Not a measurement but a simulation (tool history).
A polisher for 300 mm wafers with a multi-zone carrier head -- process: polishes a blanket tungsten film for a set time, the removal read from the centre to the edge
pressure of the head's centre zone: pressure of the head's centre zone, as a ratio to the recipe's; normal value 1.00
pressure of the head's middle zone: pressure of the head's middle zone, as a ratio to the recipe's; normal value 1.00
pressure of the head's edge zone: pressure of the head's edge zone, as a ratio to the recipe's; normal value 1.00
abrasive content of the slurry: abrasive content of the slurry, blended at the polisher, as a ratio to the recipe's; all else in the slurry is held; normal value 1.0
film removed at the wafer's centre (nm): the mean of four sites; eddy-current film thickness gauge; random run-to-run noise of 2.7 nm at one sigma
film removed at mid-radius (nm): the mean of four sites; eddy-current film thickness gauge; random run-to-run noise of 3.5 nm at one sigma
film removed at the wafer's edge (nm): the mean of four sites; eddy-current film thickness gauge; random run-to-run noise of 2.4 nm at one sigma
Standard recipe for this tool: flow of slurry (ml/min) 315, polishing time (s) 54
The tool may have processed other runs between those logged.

run   hour  flow of slurry (ml/min)  pressure of the head's centre zone  pressure of the head's middle zone  pressure of the head's edge zone  abrasive content of the slurry  polishing time (s)  incoming thickness of the incoming film, nm  film removed at the wafer's centre (nm)  film removed at mid-radius (nm)  film removed at the wafer's edge (nm)
  1    0.0                      315                                1.00                                1.00                              1.00                             1.0                  54                                        882.5                                    279.6                            292.5                                  309.6
       4.9  -- worn pad replaced by a new one
  2   24.4                      315                                1.00                                1.00                              1.00                             1.0                  54                                        875.2                                    282.2                            292.9                                  309.2
  3   53.9                      280                                1.00                                0.96                              1.00                             1.0                  54                                        880.1                                    283.8                            280.2                                  303.3
  4   70.0                      280                                1.00                                0.96                              1.00                             1.0                  54                                        890.5                                    280.0                            281.1                                  303.7
  5  100.6                      315                                1.00                                1.00                              1.00                             1.0                  54                                        890.3                                    278.0                            292.4                                  307.4
     125.7  -- centre zone pressure recalibrated
  6  133.9                      315                                1.00                                1.06                              1.00                             1.0                  54                                        882.8                                    308.7                            300.9                                  305.6
     224.5  -- worn pad replaced by a new one
  7  225.0                      315                                1.00                                1.06                              1.00                             1.0                  54                                        886.3                                    300.6                            297.9                                  306.3
     285.8  -- carrier head's membrane replaced by a new one
  8  330.5                      285                                0.96                                1.10                              0.93                             1.0                  54                                        892.7                                    274.9                            300.7                                  293.2
  9  366.5                      315                                0.91                                1.00                              1.00                             1.0                  54                                        883.8                                    254.4                            289.5                                  300.7
     395.8  -- worn pad replaced by a new one
 10  397.0                      315                                1.00                                1.00                              1.00                             1.0                  54                                        881.4                                    285.0                            285.5                                  306.2
     418.3  -- edge zone pressure recalibrated
 11  427.7                      315                                1.00                                1.00                              1.00                             1.0                  38                                        876.4                                    196.0                            199.0                                  211.5
 12  454.9                      275                                1.00                                1.00                              1.00                             1.0                  54                                        889.6                                    270.9                            269.9                                  296.4
 13  469.8                      385                                1.06                                1.06                              1.00                             0.8                  54                                        880.0                                    269.7                            268.0                                  274.7
 14  498.7                      315                                1.00                                1.00                              1.00                             1.0                  54                                        880.7                                    270.4                            275.1                                  294.3
 15  525.3                      315                                1.00                                1.00                              1.00                             1.0                  54                                        882.6                                    264.3                            269.8                                  291.3
     540.6  -- slurry nozzle cleaned
     566.4  -- worn pad replaced by a new one
 16  605.2                      315                                1.07                                1.05                              1.00                             1.0                  70                                        890.5                                    393.0                            397.7                                  408.1
 17  635.8                      240                                1.04                                1.00                              1.05                             1.1                  54                                        876.0                                    294.6                            290.8                                  325.1
 18  694.9                      315                                1.00                                1.00                              1.00                             1.0                  54                                        879.0                                    285.5                            292.3                                  310.8
 19  718.2                      315                                0.96                                0.89                              1.00                             1.0                  54                                        893.8                                    273.9                            271.2                                  306.1
     739.7  -- worn pad replaced by a new one
 20  740.8                      315                                1.00                                1.00                              1.00                             1.0                  54                                        874.6                                    290.1                            298.7                                  305.1
 21  770.0                      425                                1.00                                0.90                              1.00                             1.0                  36                                        866.4                                    196.8                            183.3                                  208.9
 22  801.2                      315                                1.08                                0.94                              1.00                             1.0                  54                                        898.0                                    302.8                            280.2                                  307.0

What if the next run were any one of these 3? Each begins from the tool's condition after run 22:
  A  801.6                      315                                1.00                                1.00                              1.00                             1.0                  54                                        896.3                                        ?                                ?                                      ?
  B  801.6                      315                                1.07                                1.00                              1.00                             1.0                  54                                        896.3                                        ?                                ?                                      ?
  C  801.6                      235                                1.00                                1.00                              0.89                             1.0                  68                                        896.3                                        ?                                ?                                      ?

run  film removed at the wafer's centre (nm)  film removed at mid-radius (nm)  film removed at the wafer's edge (nm)
  A                                    286.1                            291.8                                  308.9
  B                                    306.3                            291.7                                  308.9
  C                                    344.2                            352.7                                  358.8
What these runs would have given with no unlogged condition in the tool:
run  film removed at the wafer's centre (nm)  film removed at mid-radius (nm)  film removed at the wafer's edge (nm)
  A                                    308.7                            295.5                                  312.0
  B                                    330.5                            295.4                                  312.0
  C                                    373.6                            359.0                                  363.6

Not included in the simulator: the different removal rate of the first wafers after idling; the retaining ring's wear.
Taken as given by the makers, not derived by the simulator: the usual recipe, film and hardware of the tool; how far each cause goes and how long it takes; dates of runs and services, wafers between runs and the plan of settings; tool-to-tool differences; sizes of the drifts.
